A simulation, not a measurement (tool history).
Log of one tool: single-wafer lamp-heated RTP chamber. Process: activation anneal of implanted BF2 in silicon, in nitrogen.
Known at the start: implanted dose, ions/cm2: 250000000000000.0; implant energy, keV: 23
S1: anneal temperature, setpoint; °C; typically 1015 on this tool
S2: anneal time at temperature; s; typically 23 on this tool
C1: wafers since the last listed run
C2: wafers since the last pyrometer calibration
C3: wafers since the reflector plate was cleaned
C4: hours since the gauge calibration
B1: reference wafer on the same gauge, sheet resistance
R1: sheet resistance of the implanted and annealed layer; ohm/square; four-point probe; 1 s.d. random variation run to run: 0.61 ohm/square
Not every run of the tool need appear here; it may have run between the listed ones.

run	hour	S1	S2	C1	C2	C3	C4	B1	R1
1	0	1004	17	0	4878	3313	1957.7	404.06	412.76
2	35.3	1015	23	433	5311	3746	1993	404.04	410.53
# hour 60.9: pyrometer window cleaned and pyrometer calibrated
3	70.8	1015	23	337	121	4084	2028.5	404.12	410.04
4	105.7	1015	23	428	549	4513	2063.4	404.11	412.23
5	171.7	1015	23	810	1359	5323	2129.4	404.24	411.97
6	237.7	1015	23	810	2170	6133	2195.4	404.36	410.83
7	279.1	1015	23	508	2678	6641	2236.8	404.16	411.07
8	329.7	1015	15	621	3299	7263	2287.4	404.36	412.97
9	354.6	1015	15	305	3605	7568	2312.3	404.4	412.96
10	423.2	1015	23	842	4447	8411	2380.9	404.31	410.55
11	486.1	1015	23	772	5219	9183	2443.8	404.39	410.71
# hour 523.6: pyrometer window cleaned and pyrometer calibrated
12	573.3	1015	23	972	609	10155	2531	404.42	410.05
# hour 588.9: gauge calibrated
13	602.6	1015	23	359	969	10515	13.7	396.02	402.64
14	672.3	1015	23	855	1825	11371	83.4	396.72	404.67
# hour 681.8: reflector plate cleaned
15	742.9	1015	23	768	2593	750	154	397.27	403.65
16	798.6	998	23	683	3277	1434	209.7	397.8	405.06
17	832.8	1015	23	419	3697	1854	243.9	397.98	405.21
# hour 936.7: pyrometer window cleaned and pyrometer calibrated
18	942	1038	27	1242	64	3096	353.1	398.77	402.29
19	968.5	1033	34	325	389	3422	379.6	398.84	400.5
20	1007.9	996	13	483	873	3905	419	399.19	408.62
21	1045.9	1029	29	466	1340	4372	457	399.45	403.92
22	1115.4	988	23	853	2193	5225	526.5	399.57	409.39
23	1182	1015	23	817	3011	6043	593.1	399.97	405.55
24	1217.1	985	15	430	3442	6474	628.2	400.07	410.26
25	1276.9	1015	23	734	4176	7208	688	400.19	407.21
26	1335.1	996	14	714	4890	7922	746.2	400.4	410
27	1406.9	1015	23	881	5772	8804	818	400.47	408.65
# hour 1442.8: pyrometer window cleaned and pyrometer calibrated
28	1462.8	1015	23	588	245	9392	873.9	400.62	407.53
29	1512.1	985	23	605	851	9997	923.2	400.96	411.76
30	1581.9	999	34	856	1708	10854	993	401.26	406.82
31	1622.9	994	23	503	2211	11358	1034	401.42	410.07
32	1647.4	1015	23	300	2512	11658	1058.5	401.35	408.06
33	1691.2	990	31	537	3050	12196	1102.3	401.45	408.94
34	1741	1037	16	611	3661	12808	1152.1	401.66	408.63
35	1811.4	1023	29	864	4525	13672	1222.5	401.77	406.38
# hour 1833.3: pyrometer window cleaned and pyrometer calibrated
36	1840	1027	10	252	82	13925	1251.1	401.75	412.87
37	1884.5	989	33	546	628	14471	1295.6	401.89	409.28

Describe how what the log doesn't record of the tool's condition differs between the last listed run preceding each entry between runs and the first listed run following it.
Between runs 2 and 3: pyrometer window cleaned and pyrometer calibrated (hour 60.9)
  the hidden state is the same at both runs
  measured result minus the result with no hidden state, R1: +7.21 -> +7.22 ohm/square
Between runs 11 and 12: pyrometer window cleaned and pyrometer calibrated (hour 523.6)
  gauge reads high (%): 1.84 -> 1.85
  measured result minus the result with no hidden state, R1: +7.43 -> +7.45 ohm/square
Between runs 12 and 13: gauge calibrated (hour 588.9)
  gauge reads high (%): 1.85 -> -0.226
  measured result minus the result with no hidden state, R1: +7.45 -> -0.91 ohm/square
Between runs 14 and 15: reflector plate cleaned (hour 681.8)
  gauge reads high (%): -0.0689 -> 0.0757
  measured result minus the result with no hidden state, R1: -0.28 -> +0.3 ohm/square
Between runs 17 and 18: pyrometer window cleaned and pyrometer calibrated (hour 936.7)
  gauge reads high (%): 0.241 -> 0.417
  measured result minus the result with no hidden state, R1: +0.97 -> +1.67 ohm/square
Between runs 27 and 28: pyrometer window cleaned and pyrometer calibrated (hour 1442.8)
  gauge reads high (%): 0.934 -> 0.977
  measured result minus the result with no hidden state, R1: +3.79 -> +3.94 ohm/square
Between runs 35 and 36: pyrometer window cleaned and pyrometer calibrated (hour 1833.3)
  gauge reads high (%): 1.18 -> 1.2
  measured result minus the result with no hidden state, R1: +4.76 -> +4.89 ohm/square

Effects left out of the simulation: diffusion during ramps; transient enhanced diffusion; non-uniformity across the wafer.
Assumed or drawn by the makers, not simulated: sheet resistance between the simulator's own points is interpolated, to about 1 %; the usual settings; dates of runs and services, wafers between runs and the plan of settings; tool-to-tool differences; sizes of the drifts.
